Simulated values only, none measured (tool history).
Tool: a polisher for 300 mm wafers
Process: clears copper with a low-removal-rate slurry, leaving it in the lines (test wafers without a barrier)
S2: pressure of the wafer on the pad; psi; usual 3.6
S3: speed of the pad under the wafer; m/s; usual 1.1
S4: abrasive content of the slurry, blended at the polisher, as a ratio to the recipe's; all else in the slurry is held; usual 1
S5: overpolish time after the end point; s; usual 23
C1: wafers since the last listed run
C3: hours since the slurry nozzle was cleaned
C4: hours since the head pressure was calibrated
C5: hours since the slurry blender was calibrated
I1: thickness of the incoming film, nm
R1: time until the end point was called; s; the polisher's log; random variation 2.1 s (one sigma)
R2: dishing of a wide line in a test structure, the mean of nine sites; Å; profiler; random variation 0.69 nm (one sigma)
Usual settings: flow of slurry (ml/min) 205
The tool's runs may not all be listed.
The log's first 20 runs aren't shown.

Run 21, hour 259.1: usual settings but flow of slurry (ml/min) 270, S2 3.1 psi, S3 0.74 m/s, S5 37 s; C1 81; wafers polished on this pad 88; C3 152.8; C4 203.6; C5 56; I1 403.6. Result: R1 194.4 s, R2 475 Å.
Run 22, hour 272.5: usual settings but flow of slurry (ml/min) 135, S2 2.4 psi, S3 1.3 m/s; C1 91; wafers polished on this pad 179; C3 166.2; C4 217; C5 69.4; I1 406.6. Result: R1 159 s, R2 397 Å.
Run 23, hour 299.8: usual settings but S3 1.36 m/s; C1 185; wafers polished on this pad 364; C3 193.5; C4 244.3; C5 96.7; I1 393.3. Result: R1 95.2 s, R2 577 Å.
Run 24, hour 310.4: usual settings but S2 4.2 psi; C1 71; wafers polished on this pad 436; C3 204.1; C4 254.9; C5 107.3; I1 398.2. Result: R1 105.8 s, R2 558 Å.
Run 25, hour 318.4: usual settings but S4 0.85; C1 54; wafers polished on this pad 491; C3 212.1; C4 262.9; C5 115.3; I1 400.3. Result: R1 120.7 s, R2 478 Å.
Run 26, hour 330.5: usual settings; C1 82; wafers polished on this pad 573; C3 224.2; C4 275; C5 127.4; I1 393.7. Result: R1 118.2 s, R2 493 Å.
Run 27, hour 347.8: usual settings; C1 117; wafers polished on this pad 690; C3 241.5; C4 292.3; C5 144.7; I1 405.5. Result: R1 123.8 s, R2 490 Å.
Run 28, hour 362.6: usual settings but flow of slurry (ml/min) 175, S3 0.98 m/s, S4 0.7; C1 100; wafers polished on this pad 791; C3 256.3; C4 307.1; C5 159.5; I1 393.1. Result: R1 147.5 s, R2 416 Å.
Run 29, hour 369.1: usual settings but flow of slurry (ml/min) 240; C1 44; wafers polished on this pad 835; C3 262.8; C4 313.6; C5 166; I1 392.2. Result: R1 118.4 s, R2 493 Å.
At hour 373.8: head pressure recalibrated.
Run 30, hour 377.8: usual settings but S3 0.94 m/s; C1 45; wafers polished on this pad 881; C3 271.5; C4 4; C5 174.7; I1 405.6. Result: R1 146.9 s, R2 430 Å.

Forecast each of these 3 alternatives for the next run:
Run A, hour 378.3: usual settings but S3 1.32 m/s; C1 3; wafers polished on this pad 884; C3 272; C4 4.5; C5 175.2; I1 406.9. Result: R1 ?, R2 ?.
Run B, hour 378.3: usual settings but flow of slurry (ml/min) 150, S2 3.2 psi; C1 3; wafers polished on this pad 884; C3 272; C4 4.5; C5 175.2; I1 406.9. Result: R1 ?, R2 ?.
Run C, hour 378.3: usual settings but flow of slurry (ml/min) 265, S2 2.8 psi, S4 1.15, S5 33 s; C1 3; wafers polished on this pad 884; C3 272; C4 4.5; C5 175.2; I1 406.9. Result: R1 ?, R2 ?.

run     R1   R2
  A  106.9  556
  B  149.7  434
  C    153  546
Without the tool's hidden state the same runs would have given:
run     R1   R2
  A  104.2  565
  B  144.9  444
  C  149.9  554

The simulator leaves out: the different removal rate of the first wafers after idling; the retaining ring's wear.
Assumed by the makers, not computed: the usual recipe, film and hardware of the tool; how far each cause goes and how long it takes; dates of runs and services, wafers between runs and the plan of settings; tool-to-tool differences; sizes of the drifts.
